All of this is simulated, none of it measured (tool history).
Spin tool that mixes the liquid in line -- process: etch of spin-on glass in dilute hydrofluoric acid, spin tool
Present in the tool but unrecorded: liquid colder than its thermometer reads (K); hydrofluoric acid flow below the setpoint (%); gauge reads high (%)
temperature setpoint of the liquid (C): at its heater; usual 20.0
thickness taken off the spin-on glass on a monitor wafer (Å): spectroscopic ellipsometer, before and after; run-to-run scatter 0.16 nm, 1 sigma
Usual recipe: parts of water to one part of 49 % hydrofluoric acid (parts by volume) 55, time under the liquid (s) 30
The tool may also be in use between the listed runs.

| run | hour | temperature setpoint of the liquid (C) | parts of water to one part of 49 % hydrofluoric acid (parts by volume) | time under the liquid (s) | wafers since the last listed run | hours since the thermometer was replaced | hours since the hydrofluoric acid flow meter was replaced | hours since the gauge calibration | read-back film thickness of the spin-on glass reference wafer, read on the same gauge (nm) | thickness taken off the spin-on glass on a monitor wafer (Å) |
|---|---|---|---|---|---|---|---|---|---|---|
| 1 | 0.0 | 20.0 | 70 | 25 | 0 | 1548.0 | 694.3 | 322.5 | 149.99 | 130.1 |
| 2 | 53.0 | 20.0 | 70 | 25 | 420 | 1601.0 | 747.3 | 375.5 | 149.99 | 129.5 |
| 3 | 88.8 | 20.0 | 55 | 30 | 284 | 1636.8 | 783.1 | 411.3 | 150.04 | 200.8 |
| 4 | 130.9 | 20.0 | 55 | 30 | 334 | 1678.9 | 825.2 | 453.4 | 150.01 | 199.9 |
| 5 | 188.5 | 20.0 | 55 | 30 | 457 | 1736.5 | 882.8 | 511.0 | 150.02 | 200.2 |
| 6 | 258.9 | 20.0 | 55 | 30 | 558 | 1806.9 | 953.2 | 581.4 | 150.00 | 200.7 |
| 7 | 314.7 | 20.0 | 55 | 30 | 442 | 1862.7 | 1009.0 | 637.2 | 149.98 | 196.6 |
| 8 | 341.2 | 20.0 | 55 | 30 | 210 | 1889.2 | 1035.5 | 663.7 | 149.96 | 197.7 |
| 9 | 383.9 | 20.0 | 55 | 30 | 338 | 1931.9 | 1078.2 | 706.4 | 149.99 | 195.6 |
|  | 421.3 | thermometer replaced |
| 10 | 483.0 | 20.0 | 55 | 30 | 778 | 61.7 | 1177.3 | 805.5 | 150.03 | 197.8 |
| 11 | 526.7 | 20.0 | 55 | 30 | 346 | 105.4 | 1221.0 | 849.2 | 150.00 | 196.6 |
| 12 | 598.4 | 20.0 | 55 | 30 | 568 | 177.1 | 1292.7 | 920.9 | 150.00 | 195.1 |
| 13 | 657.4 | 20.0 | 55 | 30 | 468 | 236.1 | 1351.7 | 979.9 | 149.99 | 193.5 |
| 14 | 729.0 | 17.5 | 75 | 50 | 568 | 307.7 | 1423.3 | 1051.5 | 149.99 | 210.4 |
| 15 | 789.0 | 17.0 | 80 | 40 | 476 | 367.7 | 1483.3 | 1111.5 | 150.00 | 151.3 |
| 16 | 859.1 | 21.5 | 40 | 30 | 556 | 437.8 | 1553.4 | 1181.6 | 150.01 | 286.2 |
| 17 | 894.1 | 22.5 | 55 | 30 | 277 | 472.8 | 1588.4 | 1216.6 | 150.01 | 212.9 |
| 18 | 930.4 | 20.0 | 70 | 30 | 288 | 509.1 | 1624.7 | 1252.9 | 150.05 | 148.4 |
| 19 | 993.2 | 20.0 | 55 | 30 | 498 | 571.9 | 1687.5 | 1315.7 | 150.01 | 191.5 |
| 20 | 1065.0 | 20.0 | 55 | 40 | 569 | 643.7 | 1759.3 | 1387.5 | 150.04 | 256.0 |
|  | 1105.6 | hydrofluoric acid flow meter replaced |
| 21 | 1124.0 | 20.0 | 80 | 30 | 460 | 702.7 | 18.4 | 1446.5 | 150.04 | 137.6 |
| 22 | 1190.9 | 20.0 | 55 | 15 | 530 | 769.6 | 85.3 | 1513.4 | 150.00 | 103.5 |
| 23 | 1245.6 | 20.0 | 55 | 30 | 434 | 824.3 | 140.0 | 1568.1 | 150.00 | 209.3 |
| 24 | 1301.8 | 23.0 | 70 | 20 | 445 | 880.5 | 196.2 | 1624.3 | 150.01 | 120.4 |
|  | 1327.7 | gauge calibrated |
| 25 | 1333.2 | 20.0 | 55 | 30 | 249 | 911.9 | 227.6 | 5.5 | 149.99 | 207.4 |
| 26 | 1380.5 | 20.0 | 45 | 30 | 375 | 959.2 | 274.9 | 52.8 | 150.00 | 255.3 |
| 27 | 1450.7 | 20.0 | 80 | 50 | 557 | 1029.4 | 345.1 | 123.0 | 150.01 | 228.6 |
| 28 | 1522.7 | 20.0 | 65 | 45 | 571 | 1101.4 | 417.1 | 195.0 | 149.99 | 253.1 |
| 29 | 1582.7 | 17.0 | 55 | 30 | 476 | 1161.4 | 477.1 | 255.0 | 150.01 | 179.7 |
| 30 | 1608.3 | 23.5 | 25 | 20 | 203 | 1187.0 | 502.7 | 280.6 | 149.98 | 366.9 |
| 31 | 1642.9 | 17.0 | 75 | 20 | 274 | 1221.6 | 537.3 | 315.2 | 149.99 | 85.5 |
| 32 | 1735.9 | 20.0 | 55 | 30 | 737 | 1314.6 | 630.3 | 408.2 | 150.01 | 205.2 |
| 33 | 1778.9 | 24.0 | 55 | 30 | 341 | 1357.6 | 673.3 | 451.2 | 150.02 | 237.2 |
| 34 | 1825.7 | 18.0 | 75 | 30 | 371 | 1404.4 | 720.1 | 498.0 | 149.98 | 134.7 |
| 35 | 1858.8 | 18.5 | 55 | 40 | 262 | 1437.5 | 753.2 | 531.1 | 150.00 | 249.6 |

Below are 3 alternative next runs, each starting from the tool's condition after run 35. Predict each:
| A | 1859.2 | 20.0 | 55 | 30 | 3 | 1437.9 | 753.6 | 531.5 | ? | ? |
| B | 1859.2 | 22.5 | 70 | 15 | 3 | 1437.9 | 753.6 | 531.5 | ? | ? |
| C | 1859.2 | 24.5 | 55 | 30 | 3 | 1437.9 | 753.6 | 531.5 | ? | ? |

| run | read-back film thickness of the spin-on glass reference wafer, read on the same gauge (nm) | thickness taken off the spin-on glass on a monitor wafer (Å) |
|---|---|---|
| A | 150.02 | 202.8 |
| B | 150.02 | 86.7 |
| C | 150.02 | 244.4 |
With the hidden condition removed and each run's random variation left untouched, the same runs would have given:
| run | thickness taken off the spin-on glass on a monitor wafer (Å) |
|---|---|
| A | 210.7 |
| B | 90.2 |
| C | 254.0 |
